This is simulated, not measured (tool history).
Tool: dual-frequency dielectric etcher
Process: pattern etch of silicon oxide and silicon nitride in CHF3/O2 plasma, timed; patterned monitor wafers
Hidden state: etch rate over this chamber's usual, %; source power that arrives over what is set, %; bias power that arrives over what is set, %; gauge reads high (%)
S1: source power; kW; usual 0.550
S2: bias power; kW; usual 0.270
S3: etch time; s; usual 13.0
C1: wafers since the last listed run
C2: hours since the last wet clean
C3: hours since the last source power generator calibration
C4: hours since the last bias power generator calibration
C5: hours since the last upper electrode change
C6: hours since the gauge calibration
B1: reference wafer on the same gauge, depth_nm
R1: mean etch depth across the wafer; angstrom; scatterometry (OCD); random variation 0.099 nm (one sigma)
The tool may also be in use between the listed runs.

run,hour,S1,S2,S3,C1,C2,C3,C4,C5,C6,B1,R1
1,0.0,0.490,0.243,13.0,0,297.6,4552.7,4765.2,1409.9,301.8,26.27,204.9
2,14.4,0.490,0.243,13.0,162,312.0,4567.1,4779.6,1424.3,316.2,26.31,205.2
3,29.1,0.490,0.243,13.0,165,326.7,4581.8,4794.3,1439.0,330.9,26.33,206.9
4,46.7,0.550,0.270,11.0,198,344.3,4599.4,4811.9,1456.6,348.5,26.29,187.9
5,80.8,0.550,0.270,11.0,384,378.4,4633.5,4846.0,1490.7,382.6,26.31,187.4
6,110.9,0.550,0.270,11.0,339,408.5,4663.6,4876.1,1520.8,412.7,26.29,187.0
7,144.8,0.590,0.270,13.0,382,442.4,4697.5,4910.0,1554.7,446.6,26.32,228.6
8,166.8,0.590,0.270,13.0,248,464.4,4719.5,4932.0,1576.7,468.6,26.32,227.0
9,186.6,0.590,0.270,13.0,223,484.2,4739.3,4951.8,1596.5,488.4,26.26,228.1
# hour 213.7: source power generator calibrated
# hour 216.7: gauge calibrated
10,217.2,0.550,0.270,13.0,300,514.8,3.5,4982.4,1627.1,0.5,26.30,220.1
# hour 252.8: wet clean of the chamber
11,253.3,0.550,0.270,13.0,136,0.5,39.6,5018.5,1663.2,36.6,26.27,212.9
12,276.6,0.550,0.270,13.0,262,23.8,62.9,5041.8,1686.5,59.9,26.31,213.8
13,295.7,0.550,0.270,12.0,215,42.9,82.0,5060.9,1705.6,79.0,26.28,197.1
14,336.6,0.550,0.270,13.0,461,83.8,122.9,5101.8,1746.5,119.9,26.33,211.6
# hour 374.6: upper electrode replaced
# hour 377.9: bias power generator calibrated
15,378.4,0.550,0.240,15.5,163,125.6,164.7,0.5,3.8,161.7,26.30,245.9
16,384.0,0.550,0.302,14.5,63,131.2,170.3,6.1,9.4,167.3,26.31,240.2
# hour 410.2: wet clean of the chamber, repeated, since the last time left the tool worse
17,410.7,0.550,0.318,13.0,30,0.5,197.0,32.8,36.1,194.0,26.28,236.3
18,427.3,0.550,0.298,10.0,187,17.1,213.6,49.4,52.7,210.6,26.32,178.7
19,439.7,0.680,0.270,13.0,139,29.5,226.0,61.8,65.1,223.0,26.30,246.1
20,461.4,0.440,0.331,15.0,244,51.2,247.7,83.5,86.8,244.7,26.29,246.6
21,491.5,0.550,0.270,13.0,339,81.3,277.8,113.6,116.9,274.8,26.30,223.9
22,516.0,0.550,0.270,13.0,276,105.8,302.3,138.1,141.4,299.3,26.28,225.1
23,531.6,0.680,0.317,16.5,175,121.4,317.9,153.7,157.0,314.9,26.31,328.2
24,545.4,0.510,0.270,16.5,155,135.2,331.7,167.5,170.8,328.7,26.28,276.7
25,572.7,0.440,0.217,9.5,307,162.5,359.0,194.8,198.1,356.0,26.31,140.6
26,604.8,0.550,0.270,11.0,362,194.6,391.1,226.9,230.2,388.1,26.35,190.3
27,627.8,0.650,0.332,13.0,259,217.6,414.1,249.9,253.2,411.1,26.29,256.7
28,655.9,0.460,0.337,14.0,317,245.7,442.2,278.0,281.3,439.2,26.31,237.8

4 ways to go on from here, each from the tool as it stands after run 28. What would each give?
A,656.3,0.640,0.270,13.0,4,246.1,442.6,278.4,281.7,439.6,?,?
B,656.3,0.550,0.211,10.0,4,246.1,442.6,278.4,281.7,439.6,?,?
C,656.3,0.620,0.234,11.0,4,246.1,442.6,278.4,281.7,439.6,?,?
D,656.3,0.620,0.270,10.5,4,246.1,442.6,278.4,281.7,439.6,?,?

run,B1,R1
A,26.31,237.7
B,26.31,161.0
C,26.31,191.5
D,26.31,189.3
Without the tool's hidden state the same runs would have given:
run,R1
A,240.3
B,162.8
C,193.6
D,191.4
